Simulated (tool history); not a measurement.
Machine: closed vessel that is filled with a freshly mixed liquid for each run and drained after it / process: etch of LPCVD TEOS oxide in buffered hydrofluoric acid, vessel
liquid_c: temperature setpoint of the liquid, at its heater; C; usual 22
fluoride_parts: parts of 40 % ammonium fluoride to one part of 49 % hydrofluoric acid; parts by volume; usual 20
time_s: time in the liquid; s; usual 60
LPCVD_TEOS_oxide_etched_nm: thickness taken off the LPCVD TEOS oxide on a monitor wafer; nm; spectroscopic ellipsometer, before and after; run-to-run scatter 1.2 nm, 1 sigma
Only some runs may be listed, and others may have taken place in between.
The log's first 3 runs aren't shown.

run    day  liquid_c  fluoride_parts  time_s  read-back film thickness of the LPCVD TEOS oxide reference wafer, read on the same gauge (nm)  LPCVD_TEOS_oxide_etched_nm
  4  1.142        22              20      60                                                                                         119.99                      134.77
  5  1.875        22              20      60                                                                                         120.03                      133.95
  6  2.146        22              20      60                                                                                         119.98                      135.66
  7  2.717        24              20      60                                                                                            120                       152.8
  8    3.4        22              20      60                                                                                         119.97                      135.79
  9  3.842        22              20      60                                                                                         120.04                      132.83
 10  4.288        22              20      40                                                                                         120.05                       87.86
 11  5.038        22              20      40                                                                                         120.02                       89.09
     5.129  -- gauge calibrated
 12  5.542        19              20      60                                                                                         120.03                      113.22
 13   6.25        22              20      60                                                                                            120                       134.6
 14  6.838        22              20      60                                                                                         120.04                      134.03
 15  7.417        22              20      60                                                                                         119.98                      135.09
 16  7.988      24.5              25      60                                                                                         119.98                      133.84
 17  8.425      24.5              28      60                                                                                         120.01                      122.44

Expected results for the next run?
 18  8.917      17.5              15      70                                                                                              ?                           ?

Run 18 yielded read-back film thickness of the LPCVD TEOS oxide reference wafer, read on the same gauge (nm) 119.97, LPCVD_TEOS_oxide_etched_nm 161.84 nm.
Take away the tool's hidden state, keep the run-to-run variation as it was, and the same run would have given LPCVD_TEOS_oxide_etched_nm 161.84 nm.
